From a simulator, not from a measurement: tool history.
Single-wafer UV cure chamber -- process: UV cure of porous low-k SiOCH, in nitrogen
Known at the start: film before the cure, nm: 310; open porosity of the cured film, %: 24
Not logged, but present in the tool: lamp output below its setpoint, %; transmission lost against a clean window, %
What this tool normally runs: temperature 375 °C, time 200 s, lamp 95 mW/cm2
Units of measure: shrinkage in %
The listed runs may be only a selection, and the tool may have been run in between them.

| run | hour | temperature | time | lamp | wafers since the last listed run | hours since the UV bulbs were replaced | wafers since the quartz window was cleaned | shrinkage |
|---|---|---|---|---|---|---|---|---|
| 1 | 0 | 375 | 200 | 95 | 0 | 1604.4 | 2724 | 12.075 |
| 2 | 32.2 | 375 | 200 | 95 | 184 | 1636.6 | 2909 | 12.014 |
| 3 | 66.9 | 383 | 200 | 95 | 199 | 1671.3 | 3109 | 11.85 |
| 4 | 105.5 | 383 | 200 | 95 | 221 | 1709.9 | 3330 | 11.967 |
| 5 | 154.6 | 375 | 200 | 118 | 282 | 1759 | 3612 | 13.251 |
| 6 | 179.9 | 375 | 200 | 118 | 145 | 1784.3 | 3758 | 12.973 |
| 7 | 214.3 | 375 | 200 | 118 | 197 | 1818.7 | 3955 | 13.034 |
| 8 | 289 | 362 | 200 | 95 | 429 | 1893.4 | 4384 | 11.704 |
| 9 | 356 | 375 | 200 | 95 | 384 | 1960.4 | 4769 | 12.189 |
|  | 387.1 | quartz window cleaned |
| 10 | 567.9 | 375 | 200 | 95 | 1171 | 2172.3 | 1038 | 11.753 |
| 11 | 624.5 | 375 | 200 | 95 | 325 | 2228.9 | 1363 | 11.958 |
| 12 | 673.8 | 375 | 200 | 95 | 283 | 2278.2 | 1646 | 12.037 |
| 13 | 728.5 | 375 | 110 | 95 | 314 | 2332.9 | 1961 | 9.045 |
| 14 | 798.3 | 375 | 110 | 95 | 400 | 2402.7 | 2361 | 9.058 |
| 15 | 838.3 | 375 | 110 | 95 | 229 | 2442.7 | 2591 | 9.277 |
| 16 | 905.3 | 375 | 200 | 95 | 384 | 2509.7 | 2976 | 12.052 |
| 17 | 961.4 | 375 | 200 | 95 | 322 | 2565.8 | 3298 | 12.014 |
| 18 | 1000.8 | 375 | 200 | 109 | 226 | 2605.2 | 3524 | 12.561 |
| 19 | 1044.6 | 375 | 200 | 95 | 251 | 2649 | 3776 | 12.097 |
| 20 | 1086.9 | 375 | 200 | 95 | 242 | 2691.3 | 4019 | 11.877 |
|  | 1097.3 | quartz window cleaned |
| 21 | 1153.1 | 375 | 200 | 95 | 334 | 2757.5 | 320 | 11.963 |
| 22 | 1219.6 | 375 | 315 | 95 | 381 | 2824 | 702 | 14.162 |
| 23 | 1270.1 | 375 | 110 | 60 | 290 | 2874.5 | 992 | 6.901 |
| 24 | 1319 | 393 | 110 | 59 | 280 | 2923.4 | 1273 | 7.338 |
| 25 | 1373.8 | 375 | 200 | 95 | 314 | 2978.2 | 1588 | 11.968 |
| 26 | 1431.5 | 375 | 200 | 95 | 331 | 3035.9 | 1919 | 11.851 |
| 27 | 1455.6 | 375 | 200 | 95 | 138 | 3060 | 2058 | 11.809 |
|  | 1477.5 | UV bulbs replaced |
| 28 | 1518.7 | 381 | 285 | 59 | 316 | 41.2 | 2374 | 11.568 |
| 29 | 1589 | 360 | 110 | 95 | 403 | 111.5 | 2778 | 9.008 |
| 30 | 1613.8 | 365 | 200 | 95 | 142 | 136.3 | 2920 | 11.924 |
| 31 | 1683.2 | 375 | 200 | 95 | 398 | 205.7 | 3319 | 11.765 |
| 32 | 1723 | 388 | 245 | 111 | 228 | 245.5 | 3547 | 13.936 |
| 33 | 1789 | 389 | 115 | 56 | 379 | 311.5 | 3926 | 7.201 |
|  | 1846.1 | quartz window cleaned |
| 34 | 1987.9 | 375 | 200 | 95 | 1096 | 510.4 | 814 | 12.014 |
| 35 | 2013 | 375 | 200 | 126 | 144 | 535.5 | 958 | 13.731 |
| 36 | 2073.6 | 358 | 200 | 84 | 348 | 596.1 | 1306 | 11.081 |
| 37 | 2097.6 | 370 | 95 | 115 | 137 | 620.1 | 1444 | 9.19 |
| 38 | 2136.2 | 369 | 285 | 95 | 221 | 658.7 | 1666 | 13.389 |
| 39 | 2177.2 | 395 | 270 | 95 | 235 | 699.7 | 1901 | 13.671 |
| 40 | 2233.9 | 381 | 275 | 118 | 325 | 756.4 | 2227 | 14.379 |
| 41 | 2353.6 | 365 | 295 | 95 | 687 | 876.1 | 2914 | 13.824 |
| 42 | 2420.3 | 383 | 135 | 62 | 383 | 942.8 | 3297 | 8.392 |

Consider 5 possible next runs. They are alternatives, not a sequence: every one starts from the tool as it was left by run 42. What does each give?
| A | 2420.8 | 375 | 200 | 110 | 2 | 943.3 | 3300 | ? |
| B | 2420.8 | 375 | 275 | 63 | 2 | 943.3 | 3300 | ? |
| C | 2420.8 | 387 | 240 | 130 | 2 | 943.3 | 3300 | ? |
| D | 2420.8 | 375 | 200 | 79 | 2 | 943.3 | 3300 | ? |
| E | 2420.8 | 356 | 305 | 120 | 2 | 943.3 | 3300 | ? |

| run | shrinkage |
|---|---|
| A | 12.69 |
| B | 11.512 |
| C | 14.72 |
| D | 11.065 |
| E | 14.874 |
What these runs would have given with no unlogged condition in the tool:
| run | shrinkage |
|---|---|
| A | 12.69 |
| B | 11.512 |
| C | 14.72 |
| D | 11.065 |
| E | 14.874 |
